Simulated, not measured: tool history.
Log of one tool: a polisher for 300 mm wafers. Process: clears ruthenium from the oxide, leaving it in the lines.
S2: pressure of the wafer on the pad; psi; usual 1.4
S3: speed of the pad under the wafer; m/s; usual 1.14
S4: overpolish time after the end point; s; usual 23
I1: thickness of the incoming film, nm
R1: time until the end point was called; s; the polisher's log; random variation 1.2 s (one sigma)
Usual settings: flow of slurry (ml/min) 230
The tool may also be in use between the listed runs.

run 1 hour=0.0 | flow_of_slurry_(ml/min)=230 S2=1.4 S3=1.14 S4=23 | I1=111.3 | R1=122.6
-- hour=32.2 head pressure recalibrated
run 2 hour=38.4 | flow_of_slurry_(ml/min)=230 S2=1.4 S3=1.14 S4=23 | I1=109.6 | R1=120.2
run 3 hour=119.7 | flow_of_slurry_(ml/min)=230 S2=1.4 S3=1.14 S4=23 | I1=109.3 | R1=123.2
run 4 hour=165.5 | flow_of_slurry_(ml/min)=230 S2=1.2 S3=1.14 S4=23 | I1=109.6 | R1=140.3
run 5 hour=258.0 | flow_of_slurry_(ml/min)=230 S2=1.2 S3=1.14 S4=12 | I1=109.9 | R1=142.9
-- hour=295.8 slurry nozzle cleaned
run 6 hour=356.7 | flow_of_slurry_(ml/min)=230 S2=1.2 S3=1.14 S4=12 | I1=110.7 | R1=144.9
-- hour=452.1 worn pad replaced by a new one
run 7 hour=458.7 | flow_of_slurry_(ml/min)=230 S2=1.4 S3=1.14 S4=23 | I1=110.1 | R1=123.0
run 8 hour=566.3 | flow_of_slurry_(ml/min)=230 S2=1.4 S3=1.14 S4=23 | I1=110.5 | R1=123.7
run 9 hour=611.0 | flow_of_slurry_(ml/min)=230 S2=1.4 S3=1.14 S4=23 | I1=110.1 | R1=122.6
run 10 hour=712.9 | flow_of_slurry_(ml/min)=230 S2=1.4 S3=1.14 S4=13 | I1=109.6 | R1=122.6
run 11 hour=764.5 | flow_of_slurry_(ml/min)=230 S2=1.4 S3=1.14 S4=23 | I1=111.0 | R1=123.2
run 12 hour=800.8 | flow_of_slurry_(ml/min)=230 S2=1.4 S3=1.14 S4=23 | I1=109.4 | R1=121.9
-- hour=898.2 head pressure recalibrated
run 13 hour=941.6 | flow_of_slurry_(ml/min)=310 S2=1.1 S3=0.96 S4=16 | I1=110.5 | R1=178.0
-- hour=989.4 slurry nozzle cleaned
run 14 hour=1025.8 | flow_of_slurry_(ml/min)=230 S2=1.4 S3=1.14 S4=23 | I1=111.0 | R1=127.3
-- hour=1063.2 worn pad replaced by a new one
run 15 hour=1112.2 | flow_of_slurry_(ml/min)=230 S2=1.4 S3=1.14 S4=23 | I1=112.5 | R1=122.9
run 16 hour=1203.9 | flow_of_slurry_(ml/min)=230 S2=1.4 S3=1.14 S4=23 | I1=108.7 | R1=123.5
run 17 hour=1305.4 | flow_of_slurry_(ml/min)=180 S2=1.4 S3=1.14 S4=19 | I1=109.0 | R1=126.2
run 18 hour=1358.8 | flow_of_slurry_(ml/min)=300 S2=1.8 S3=1.38 S4=23 | I1=107.8 | R1=75.9
run 19 hour=1464.8 | flow_of_slurry_(ml/min)=160 S2=1.9 S3=1.24 S4=27 | I1=111.0 | R1=89.2
run 20 hour=1521.5 | flow_of_slurry_(ml/min)=230 S2=1.8 S3=1.02 S4=23 | I1=110.6 | R1=107.4
run 21 hour=1601.1 | flow_of_slurry_(ml/min)=230 S2=1.4 S3=0.80 S4=31 | I1=110.3 | R1=177.1
run 22 hour=1643.6 | flow_of_slurry_(ml/min)=230 S2=1.6 S3=1.14 S4=23 | I1=111.6 | R1=108.3
run 23 hour=1691.5 | flow_of_slurry_(ml/min)=155 S2=1.4 S3=1.48 S4=23 | I1=111.1 | R1=102.2
-- hour=1711.7 worn pad replaced by a new one
-- hour=1730.4 slurry nozzle cleaned
run 24 hour=1777.1 | flow_of_slurry_(ml/min)=230 S2=1.9 S3=1.46 S4=18 | I1=109.1 | R1=71.1
-- hour=1806.9 head pressure recalibrated
run 25 hour=1814.4 | flow_of_slurry_(ml/min)=160 S2=1.9 S3=1.24 S4=27 | I1=107.9 | R1=88.6
run 26 hour=1869.9 | flow_of_slurry_(ml/min)=230 S2=1.4 S3=1.14 S4=23 | I1=109.5 | R1=122.0
run 27 hour=1927.9 | flow_of_slurry_(ml/min)=230 S2=1.4 S3=1.14 S4=23 | I1=109.7 | R1=124.5
run 28 hour=2001.1 | flow_of_slurry_(ml/min)=300 S2=1.4 S3=1.14 S4=23 | I1=110.3 | R1=120.3
run 29 hour=2070.7 | flow_of_slurry_(ml/min)=230 S2=1.4 S3=1.14 S4=23 | I1=111.0 | R1=124.6
run 30 hour=2169.3 | flow_of_slurry_(ml/min)=230 S2=1.4 S3=1.14 S4=23 | I1=110.3 | R1=123.8
run 31 hour=2274.8 | flow_of_slurry_(ml/min)=230 S2=1.4 S3=1.14 S4=23 | I1=111.9 | R1=124.1
run 32 hour=2322.8 | flow_of_slurry_(ml/min)=230 S2=1.1 S3=1.14 S4=29 | I1=110.3 | R1=158.1
run 33 hour=2405.6 | flow_of_slurry_(ml/min)=230 S2=1.7 S3=1.26 S4=28 | I1=107.8 | R1=89.2
-- hour=2416.2 worn pad replaced by a new one
-- hour=2444.4 slurry nozzle cleaned
run 34 hour=2468.0 | flow_of_slurry_(ml/min)=205 S2=1.8 S3=1.00 S4=10 | I1=110.6 | R1=113.1
run 35 hour=2510.5 | flow_of_slurry_(ml/min)=230 S2=1.4 S3=1.44 S4=15 | I1=109.4 | R1=96.7
run 36 hour=2563.0 | flow_of_slurry_(ml/min)=230 S2=1.4 S3=1.14 S4=23 | I1=108.0 | R1=119.2

The tool's hidden state at each run:
removal rate lost through wear of the pad, %: 0 in every run
slurry flow missing at the pad, %: 0 in every run
deviation of the head's pressure from its setpoint, %: 0 in every run

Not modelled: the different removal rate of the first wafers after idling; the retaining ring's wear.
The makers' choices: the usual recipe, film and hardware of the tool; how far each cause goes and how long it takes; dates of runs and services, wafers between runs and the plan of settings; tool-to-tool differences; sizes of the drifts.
